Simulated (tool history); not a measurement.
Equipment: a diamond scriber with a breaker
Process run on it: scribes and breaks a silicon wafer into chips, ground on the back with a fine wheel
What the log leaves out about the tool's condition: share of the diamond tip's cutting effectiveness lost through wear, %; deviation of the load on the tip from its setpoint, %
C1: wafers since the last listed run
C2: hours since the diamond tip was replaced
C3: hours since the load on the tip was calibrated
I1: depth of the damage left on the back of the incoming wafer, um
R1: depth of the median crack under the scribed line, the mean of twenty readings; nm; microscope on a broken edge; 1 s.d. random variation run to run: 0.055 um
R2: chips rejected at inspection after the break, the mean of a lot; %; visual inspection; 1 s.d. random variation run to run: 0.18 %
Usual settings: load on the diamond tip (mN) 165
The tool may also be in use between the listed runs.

Run 1, hour 0: usual settings but load on the diamond tip (mN) 126; C1 0; C2 711.4; C3 1044.9; I1 1.53. Result: R1 5570 nm, R2 13.55 %.
Run 2, hour 14.8: usual settings; C1 21; C2 726.2; C3 1059.7; I1 1.59. Result: R1 7490 nm, R2 2.39 %.
Run 3, hour 27.1: usual settings; C1 18; C2 738.5; C3 1072; I1 1.63. Result: R1 7660 nm, R2 2.54 %.
Run 4, hour 43.2: usual settings; C1 23; C2 754.6; C3 1088.1; I1 2.83. Result: R1 7690 nm, R2 5.63 %.
Run 5, hour 56.5: usual settings; C1 19; C2 767.9; C3 1101.4; I1 1.72. Result: R1 7590 nm, R2 2.64 %.
Run 6, hour 69.5: usual settings but load on the diamond tip (mN) 198; C1 19; C2 780.9; C3 1114.4; I1 1.85. Result: R1 9000 nm, R2 5.09 %.
Run 7, hour 80.3: usual settings but load on the diamond tip (mN) 198; C1 15; C2 791.7; C3 1125.2; I1 1.82. Result: R1 9150 nm, R2 5.66 %.
Run 8, hour 91.4: usual settings but load on the diamond tip (mN) 198; C1 16; C2 802.8; C3 1136.3; I1 2.38. Result: R1 9160 nm, R2 6.29 %.
Run 9, hour 101.8: usual settings; C1 15; C2 813.2; C3 1146.7; I1 2.3. Result: R1 7610 nm, R2 3.52 %.
Run 10, hour 155.1: usual settings; C1 78; C2 866.5; C3 1200; I1 1.54. Result: R1 7660 nm, R2 2.3 %.
Run 11, hour 163.6: usual settings; C1 12; C2 875; C3 1208.5; I1 2.07. Result: R1 7630 nm, R2 3.3 %.
Run 12, hour 179.3: usual settings; C1 23; C2 890.7; C3 1224.2; I1 2.41. Result: R1 7720 nm, R2 4.18 %.
Run 13, hour 191.1: usual settings but load on the diamond tip (mN) 206; C1 17; C2 902.5; C3 1236; I1 2.71. Result: R1 9500 nm, R2 8.33 %.
Run 14, hour 208.2: usual settings but load on the diamond tip (mN) 141; C1 25; C2 919.6; C3 1253.1; I1 2.36. Result: R1 6510 nm, R2 9.01 %.
Run 15, hour 225.9: usual settings but load on the diamond tip (mN) 180; C1 25; C2 937.3; C3 1270.8; I1 1.58. Result: R1 8340 nm, R2 2.99 %.
Run 16, hour 237.7: usual settings; C1 17; C2 949.1; C3 1282.6; I1 2.38. Result: R1 7660 nm, R2 4.14 %.
At hour 248.1: diamond tip replaced by a new one.
Run 17, hour 252.5: usual settings but load on the diamond tip (mN) 147; C1 18; C2 4.4; C3 1297.4; I1 2.16. Result: R1 7890 nm, R2 3.46 %.
Run 18, hour 258.8: usual settings but load on the diamond tip (mN) 196; C1 9; C2 10.7; C3 1303.7; I1 2.07. Result: R1 10520 nm, R2 12.01 %.
At hour 269.8: load on the tip recalibrated.
Run 19, hour 272: usual settings but load on the diamond tip (mN) 197; C1 16; C2 23.9; C3 2.2; I1 1.99. Result: R1 8950 nm, R2 5.14 %.
Run 20, hour 286.3: usual settings but load on the diamond tip (mN) 146; C1 21; C2 38.2; C3 16.5; I1 1.76. Result: R1 6570 nm, R2 5.61 %.
Run 21, hour 295.5: usual settings but load on the diamond tip (mN) 179; C1 13; C2 47.4; C3 25.7; I1 1.77. Result: R1 8220 nm, R2 3.07 %.
Run 22, hour 339.9: usual settings but load on the diamond tip (mN) 135; C1 65; C2 91.8; C3 70.1; I1 2.71. Result: R1 6000 nm, R2 14.75 %.
Run 23, hour 348.5: usual settings but load on the diamond tip (mN) 188; C1 12; C2 100.4; C3 78.7; I1 1.83. Result: R1 8510 nm, R2 3.32 %.
Run 24, hour 365.8: usual settings but load on the diamond tip (mN) 195; C1 25; C2 117.7; C3 96; I1 2.25. Result: R1 8660 nm, R2 4.89 %.
Run 25, hour 380.4: usual settings; C1 21; C2 132.3; C3 110.6; I1 3. Result: R1 7410 nm, R2 7.51 %.

Branching from run 25: 5 alternative next runs. What would each branch give?
Run A, hour 381.1: usual settings but load on the diamond tip (mN) 145; C1 1; C2 133; C3 111.3; I1 2.09. Result: R1 ?, R2 ?.
Run B, hour 381.1: usual settings but load on the diamond tip (mN) 211; C1 1; C2 133; C3 111.3; I1 2.09. Result: R1 ?, R2 ?.
Run C, hour 381.1: usual settings but load on the diamond tip (mN) 149; C1 1; C2 133; C3 111.3; I1 2.09. Result: R1 ?, R2 ?.
Run D, hour 381.1: usual settings but load on the diamond tip (mN) 203; C1 1; C2 133; C3 111.3; I1 2.09. Result: R1 ?, R2 ?.
Run E, hour 381.1: usual settings but load on the diamond tip (mN) 139; C1 1; C2 133; C3 111.3; I1 2.09. Result: R1 ?, R2 ?.

run    R1    R2
  A  6390  7.35
  B  9350  6.51
  C  6590  6.13
  D  9020  5.25
  E  6090  9.68
The same runs, with their run-to-run variation unchanged, on a tool lacking any hidden condition would have given:
run    R1    R2
  A  6650  5.76
  B  9740  8.23
  C  6860  4.79
  D  9390  6.68
  E  6340   7.7
